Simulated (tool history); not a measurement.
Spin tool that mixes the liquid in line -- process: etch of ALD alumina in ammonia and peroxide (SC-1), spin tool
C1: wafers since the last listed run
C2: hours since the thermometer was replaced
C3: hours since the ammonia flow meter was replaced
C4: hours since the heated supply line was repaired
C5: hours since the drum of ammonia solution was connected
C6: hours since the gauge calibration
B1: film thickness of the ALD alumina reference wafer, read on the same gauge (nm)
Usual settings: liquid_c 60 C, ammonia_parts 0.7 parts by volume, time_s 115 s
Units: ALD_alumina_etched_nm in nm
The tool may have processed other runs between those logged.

{"run": 1, "hour": 0.0, "liquid_c": 60, "ammonia_parts": 0.7, "time_s": 115, "C1": 0, "C2": 1917.4, "C3": 1062.3, "C4": 3972.4, "C5": 680.9, "C6": 762.3, "B1": 70, "ALD_alumina_etched_nm": 10.4}
{"run": 2, "hour": 17.1, "liquid_c": 60, "ammonia_parts": 0.7, "time_s": 115, "C1": 112, "C2": 1934.5, "C3": 1079.4, "C4": 3989.5, "C5": 698, "C6": 779.4, "B1": 69.99, "ALD_alumina_etched_nm": 10.47}
{"run": 3, "hour": 52.8, "liquid_c": 60, "ammonia_parts": 0.7, "time_s": 60, "C1": 235, "C2": 1970.2, "C3": 1115.1, "C4": 4025.2, "C5": 733.7, "C6": 815.1, "B1": 69.97, "ALD_alumina_etched_nm": 5.43}
{"run": 4, "hour": 77.0, "liquid_c": 60, "ammonia_parts": 0.7, "time_s": 60, "C1": 159, "C2": 1994.4, "C3": 1139.3, "C4": 4049.4, "C5": 757.9, "C6": 839.3, "B1": 70.01, "ALD_alumina_etched_nm": 5.46}
{"run": 5, "hour": 101.1, "liquid_c": 60, "ammonia_parts": 0.7, "time_s": 60, "C1": 159, "C2": 2018.5, "C3": 1163.4, "C4": 4073.5, "C5": 782, "C6": 863.4, "B1": 69.99, "ALD_alumina_etched_nm": 5.47}
{"run": 6, "hour": 194.0, "liquid_c": 60, "ammonia_parts": 0.7, "time_s": 115, "C1": 613, "C2": 2111.4, "C3": 1256.3, "C4": 4166.4, "C5": 874.9, "C6": 956.3, "B1": 70.01, "ALD_alumina_etched_nm": 10.5}
{"hour": 201.4, "done": "gauge calibrated"}
{"hour": 210.0, "done": "heated supply line repaired"}
{"run": 7, "hour": 222.3, "liquid_c": 60, "ammonia_parts": 0.7, "time_s": 115, "C1": 180, "C2": 2139.7, "C3": 1284.6, "C4": 12.3, "C5": 903.2, "C6": 20.9, "B1": 70, "ALD_alumina_etched_nm": 10.45}
{"run": 8, "hour": 238.9, "liquid_c": 60, "ammonia_parts": 0.7, "time_s": 115, "C1": 109, "C2": 2156.3, "C3": 1301.2, "C4": 28.9, "C5": 919.8, "C6": 37.5, "B1": 69.98, "ALD_alumina_etched_nm": 10.5}
{"run": 9, "hour": 253.4, "liquid_c": 60, "ammonia_parts": 0.7, "time_s": 115, "C1": 95, "C2": 2170.8, "C3": 1315.7, "C4": 43.4, "C5": 934.3, "C6": 52, "B1": 69.98, "ALD_alumina_etched_nm": 10.46}
{"run": 10, "hour": 287.1, "liquid_c": 60, "ammonia_parts": 0.7, "time_s": 115, "C1": 222, "C2": 2204.5, "C3": 1349.4, "C4": 77.1, "C5": 968, "C6": 85.7, "B1": 69.99, "ALD_alumina_etched_nm": 10.5}
{"run": 11, "hour": 310.3, "liquid_c": 50.5, "ammonia_parts": 0.45, "time_s": 65, "C1": 153, "C2": 2227.7, "C3": 1372.6, "C4": 100.3, "C5": 991.2, "C6": 108.9, "B1": 70, "ALD_alumina_etched_nm": 3.45}
{"run": 12, "hour": 340.9, "liquid_c": 53.5, "ammonia_parts": 0.5, "time_s": 55, "C1": 202, "C2": 2258.3, "C3": 1403.2, "C4": 130.9, "C5": 1021.8, "C6": 139.5, "B1": 69.97, "ALD_alumina_etched_nm": 3.47}
{"hour": 342.4, "done": "new drum of ammonia solution connected"}
{"hour": 360.9, "done": "thermometer replaced"}
{"run": 13, "hour": 373.2, "liquid_c": 60, "ammonia_parts": 0.9, "time_s": 155, "C1": 200, "C2": 12.3, "C3": 1435.5, "C4": 163.2, "C5": 30.8, "C6": 171.8, "B1": 70, "ALD_alumina_etched_nm": 13.87}
{"run": 14, "hour": 392.6, "liquid_c": 55.5, "ammonia_parts": 0.7, "time_s": 115, "C1": 128, "C2": 31.7, "C3": 1454.9, "C4": 182.6, "C5": 50.2, "C6": 191.2, "B1": 69.99, "ALD_alumina_etched_nm": 7.96}
{"run": 15, "hour": 422.1, "liquid_c": 60, "ammonia_parts": 0.7, "time_s": 115, "C1": 194, "C2": 61.2, "C3": 1484.4, "C4": 212.1, "C5": 79.7, "C6": 220.7, "B1": 70, "ALD_alumina_etched_nm": 10.06}
{"run": 16, "hour": 451.5, "liquid_c": 60, "ammonia_parts": 0.9, "time_s": 55, "C1": 194, "C2": 90.6, "C3": 1513.8, "C4": 241.5, "C5": 109.1, "C6": 250.1, "B1": 69.99, "ALD_alumina_etched_nm": 4.94}
{"run": 17, "hour": 473.2, "liquid_c": 60, "ammonia_parts": 0.7, "time_s": 115, "C1": 143, "C2": 112.3, "C3": 1535.5, "C4": 263.2, "C5": 130.8, "C6": 271.8, "B1": 70.01, "ALD_alumina_etched_nm": 10.05}
{"run": 18, "hour": 495.9, "liquid_c": 60, "ammonia_parts": 0.7, "time_s": 115, "C1": 149, "C2": 135, "C3": 1558.2, "C4": 285.9, "C5": 153.5, "C6": 294.5, "B1": 70.01, "ALD_alumina_etched_nm": 10.05}
{"run": 19, "hour": 525.9, "liquid_c": 60, "ammonia_parts": 0.7, "time_s": 115, "C1": 198, "C2": 165, "C3": 1588.2, "C4": 315.9, "C5": 183.5, "C6": 324.5, "B1": 70.01, "ALD_alumina_etched_nm": 10.03}
{"run": 20, "hour": 543.4, "liquid_c": 60, "ammonia_parts": 0.7, "time_s": 155, "C1": 115, "C2": 182.5, "C3": 1605.7, "C4": 333.4, "C5": 201, "C6": 342, "B1": 70.01, "ALD_alumina_etched_nm": 13.55}
{"run": 21, "hour": 561.1, "liquid_c": 65.5, "ammonia_parts": 1, "time_s": 65, "C1": 116, "C2": 200.2, "C3": 1623.4, "C4": 351.1, "C5": 218.7, "C6": 359.7, "B1": 70.01, "ALD_alumina_etched_nm": 7.73}
{"hour": 572.9, "done": "ammonia flow meter replaced"}
{"run": 22, "hour": 588.2, "liquid_c": 68.5, "ammonia_parts": 0.45, "time_s": 115, "C1": 172, "C2": 227.3, "C3": 15.3, "C4": 378.2, "C5": 245.8, "C6": 386.8, "B1": 70, "ALD_alumina_etched_nm": 14.75}
{"run": 23, "hour": 621.9, "liquid_c": 67, "ammonia_parts": 0.9, "time_s": 55, "C1": 222, "C2": 261, "C3": 49, "C4": 411.9, "C5": 279.5, "C6": 420.5, "B1": 69.97, "ALD_alumina_etched_nm": 6.98}
{"run": 24, "hour": 728.4, "liquid_c": 60, "ammonia_parts": 0.7, "time_s": 115, "C1": 703, "C2": 367.5, "C3": 155.5, "C4": 518.4, "C5": 386, "C6": 527, "B1": 70, "ALD_alumina_etched_nm": 10.12}
{"run": 25, "hour": 759.9, "liquid_c": 55, "ammonia_parts": 0.55, "time_s": 55, "C1": 208, "C2": 399, "C3": 187, "C4": 549.9, "C5": 417.5, "C6": 558.5, "B1": 69.98, "ALD_alumina_etched_nm": 3.65}
{"run": 26, "hour": 790.6, "liquid_c": 60, "ammonia_parts": 0.7, "time_s": 115, "C1": 202, "C2": 429.7, "C3": 217.7, "C4": 580.6, "C5": 448.2, "C6": 589.2, "B1": 70.01, "ALD_alumina_etched_nm": 10.08}

Alternative continuations, all from the tool just after run 26; predict every row:
{"run": "A", "hour": 791.0, "liquid_c": 60, "ammonia_parts": 0.7, "time_s": 115, "C1": 2, "C2": 430.1, "C3": 218.1, "C4": 581, "C5": 448.6, "C6": 589.6, "B1": "?", "ALD_alumina_etched_nm": "?"}
{"run": "B", "hour": 791.0, "liquid_c": 55.5, "ammonia_parts": 0.7, "time_s": 65, "C1": 2, "C2": 430.1, "C3": 218.1, "C4": 581, "C5": 448.6, "C6": 589.6, "B1": "?", "ALD_alumina_etched_nm": "?"}
{"run": "C", "hour": 791.0, "liquid_c": 52, "ammonia_parts": 0.55, "time_s": 115, "C1": 2, "C2": 430.1, "C3": 218.1, "C4": 581, "C5": 448.6, "C6": 589.6, "B1": "?", "ALD_alumina_etched_nm": "?"}

run=A B1=69.99 ALD_alumina_etched_nm=10.09
run=B B1=69.99 ALD_alumina_etched_nm=4.51
run=C B1=69.99 ALD_alumina_etched_nm=6.47
What these runs would have given with no unlogged condition in the tool:
run=A ALD_alumina_etched_nm=9.99
run=B ALD_alumina_etched_nm=4.47
run=C ALD_alumina_etched_nm=6.4
